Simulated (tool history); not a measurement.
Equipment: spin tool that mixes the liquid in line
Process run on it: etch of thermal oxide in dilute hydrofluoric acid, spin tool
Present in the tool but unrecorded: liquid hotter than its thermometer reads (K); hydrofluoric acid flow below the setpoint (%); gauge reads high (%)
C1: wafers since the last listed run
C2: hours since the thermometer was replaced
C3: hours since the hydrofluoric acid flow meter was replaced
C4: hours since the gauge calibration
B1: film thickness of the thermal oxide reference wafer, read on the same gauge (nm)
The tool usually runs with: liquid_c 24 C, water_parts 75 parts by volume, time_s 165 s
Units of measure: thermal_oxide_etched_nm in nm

run 1 hour=0 | liquid_c=24 water_parts=75 time_s=165 | C1=0 C2=990.8 C3=1128.9 C4=841.6 | B1=89.65 | thermal_oxide_etched_nm=11.16
run 2 hour=39.8 | liquid_c=24 water_parts=75 time_s=165 | C1=332 C2=1030.6 C3=1168.7 C4=881.4 | B1=89.5 | thermal_oxide_etched_nm=11.1
run 3 hour=96.4 | liquid_c=24 water_parts=75 time_s=165 | C1=472 C2=1087.2 C3=1225.3 C4=938 | B1=89.25 | thermal_oxide_etched_nm=11.07
run 4 hour=125.5 | liquid_c=24 water_parts=75 time_s=165 | C1=242 C2=1116.3 C3=1254.4 C4=967.1 | B1=89.13 | thermal_oxide_etched_nm=11.11
run 5 hour=179.7 | liquid_c=24 water_parts=75 time_s=165 | C1=452 C2=1170.5 C3=1308.6 C4=1021.3 | B1=88.87 | thermal_oxide_etched_nm=11.07
run 6 hour=212.9 | liquid_c=24 water_parts=55 time_s=165 | C1=277 C2=1203.7 C3=1341.8 C4=1054.5 | B1=88.71 | thermal_oxide_etched_nm=15.33
run 7 hour=237.7 | liquid_c=24 water_parts=55 time_s=165 | C1=207 C2=1228.5 C3=1366.6 C4=1079.3 | B1=88.58 | thermal_oxide_etched_nm=15.43
run 8 hour=300.1 | liquid_c=24 water_parts=75 time_s=185 | C1=521 C2=1290.9 C3=1429 C4=1141.7 | B1=88.26 | thermal_oxide_etched_nm=12.28
run 9 hour=324.4 | liquid_c=24 water_parts=75 time_s=165 | C1=202 C2=1315.2 C3=1453.3 C4=1166 | B1=88.13 | thermal_oxide_etched_nm=10.96
run 10 hour=362.5 | liquid_c=24 water_parts=75 time_s=165 | C1=318 C2=1353.3 C3=1491.4 C4=1204.1 | B1=87.93 | thermal_oxide_etched_nm=10.79
run 11 hour=431.1 | liquid_c=24 water_parts=100 time_s=165 | C1=572 C2=1421.9 C3=1560 C4=1272.7 | B1=87.52 | thermal_oxide_etched_nm=7.86
run 12 hour=460.6 | liquid_c=24 water_parts=100 time_s=165 | C1=246 C2=1451.4 C3=1589.5 C4=1302.2 | B1=87.36 | thermal_oxide_etched_nm=7.8
run 13 hour=521.5 | liquid_c=24 water_parts=100 time_s=165 | C1=508 C2=1512.3 C3=1650.4 C4=1363.1 | B1=86.98 | thermal_oxide_etched_nm=7.89
-- hour=539.2 thermometer replaced
run 14 hour=556.9 | liquid_c=24 water_parts=75 time_s=165 | C1=287 C2=17.7 C3=1685.8 C4=1398.5 | B1=86.74 | thermal_oxide_etched_nm=10.62
-- hour=592.7 hydrofluoric acid flow meter replaced
run 15 hour=593.8 | liquid_c=20.5 water_parts=115 time_s=100 | C1=299 C2=54.6 C3=1.1 C4=1435.4 | B1=86.51 | thermal_oxide_etched_nm=3.53
-- hour=645.1 gauge calibrated
run 16 hour=648.9 | liquid_c=26 water_parts=45 time_s=80 | C1=460 C2=109.7 C3=56.2 C4=3.8 | B1=90.02 | thermal_oxide_etched_nm=10.13
run 17 hour=692.9 | liquid_c=24 water_parts=55 time_s=165 | C1=367 C2=153.7 C3=100.2 C4=47.8 | B1=89.98 | thermal_oxide_etched_nm=15.73
run 18 hour=745.6 | liquid_c=24 water_parts=75 time_s=165 | C1=440 C2=206.4 C3=152.9 C4=100.5 | B1=89.99 | thermal_oxide_etched_nm=11.24
run 19 hour=797.9 | liquid_c=20.5 water_parts=95 time_s=165 | C1=436 C2=258.7 C3=205.2 C4=152.8 | B1=89.98 | thermal_oxide_etched_nm=7.45
run 20 hour=850.4 | liquid_c=28.5 water_parts=75 time_s=165 | C1=438 C2=311.2 C3=257.7 C4=205.3 | B1=89.93 | thermal_oxide_etched_nm=13.33
run 21 hour=907.3 | liquid_c=28 water_parts=85 time_s=165 | C1=475 C2=368.1 C3=314.6 C4=262.2 | B1=89.86 | thermal_oxide_etched_nm=11.26
run 22 hour=974.3 | liquid_c=24 water_parts=90 time_s=165 | C1=559 C2=435.1 C3=381.6 C4=329.2 | B1=89.76 | thermal_oxide_etched_nm=9.08
run 23 hour=1003.9 | liquid_c=21 water_parts=65 time_s=230 | C1=247 C2=464.7 C3=411.2 C4=358.8 | B1=89.69 | thermal_oxide_etched_nm=16.03
run 24 hour=1035.5 | liquid_c=26.5 water_parts=75 time_s=165 | C1=263 C2=496.3 C3=442.8 C4=390.4 | B1=89.67 | thermal_oxide_etched_nm=12.19
run 25 hour=1098.3 | liquid_c=24 water_parts=75 time_s=165 | C1=524 C2=559.1 C3=505.6 C4=453.2 | B1=89.52 | thermal_oxide_etched_nm=11.02
run 26 hour=1159.5 | liquid_c=26.5 water_parts=45 time_s=190 | C1=511 C2=620.3 C3=566.8 C4=514.4 | B1=89.4 | thermal_oxide_etched_nm=24.39
run 27 hour=1213.8 | liquid_c=24 water_parts=75 time_s=165 | C1=453 C2=674.6 C3=621.1 C4=568.7 | B1=89.26 | thermal_oxide_etched_nm=10.92
run 28 hour=1271.5 | liquid_c=25.5 water_parts=115 time_s=165 | C1=481 C2=732.3 C3=678.8 C4=626.4 | B1=89.11 | thermal_oxide_etched_nm=7.17
run 29 hour=1296.3 | liquid_c=28.5 water_parts=75 time_s=110 | C1=207 C2=757.1 C3=703.6 C4=651.2 | B1=89.02 | thermal_oxide_etched_nm=8.77

4 ways to go on from here, each from the tool as it stands after run 29. What would each give?
run A hour=1296.8 | liquid_c=24 water_parts=75 time_s=75 | C1=4 C2=757.6 C3=704.1 C4=651.7 | B1=? | thermal_oxide_etched_nm=?
run B hour=1296.8 | liquid_c=21 water_parts=105 time_s=165 | C1=4 C2=757.6 C3=704.1 C4=651.7 | B1=? | thermal_oxide_etched_nm=?
run C hour=1296.8 | liquid_c=28 water_parts=75 time_s=165 | C1=4 C2=757.6 C3=704.1 C4=651.7 | B1=? | thermal_oxide_etched_nm=?
run D hour=1296.8 | liquid_c=21 water_parts=85 time_s=95 | C1=4 C2=757.6 C3=704.1 C4=651.7 | B1=? | thermal_oxide_etched_nm=?

run=A B1=89.03 thermal_oxide_etched_nm=5
run=B B1=89.03 thermal_oxide_etched_nm=6.71
run=C B1=89.03 thermal_oxide_etched_nm=12.88
run=D B1=89.03 thermal_oxide_etched_nm=4.88
Stripped of hidden state, with their random variation kept, the same runs would have yielded:
run=A thermal_oxide_etched_nm=5.05
run=B thermal_oxide_etched_nm=6.78
run=C thermal_oxide_etched_nm=13.02
run=D thermal_oxide_etched_nm=4.94
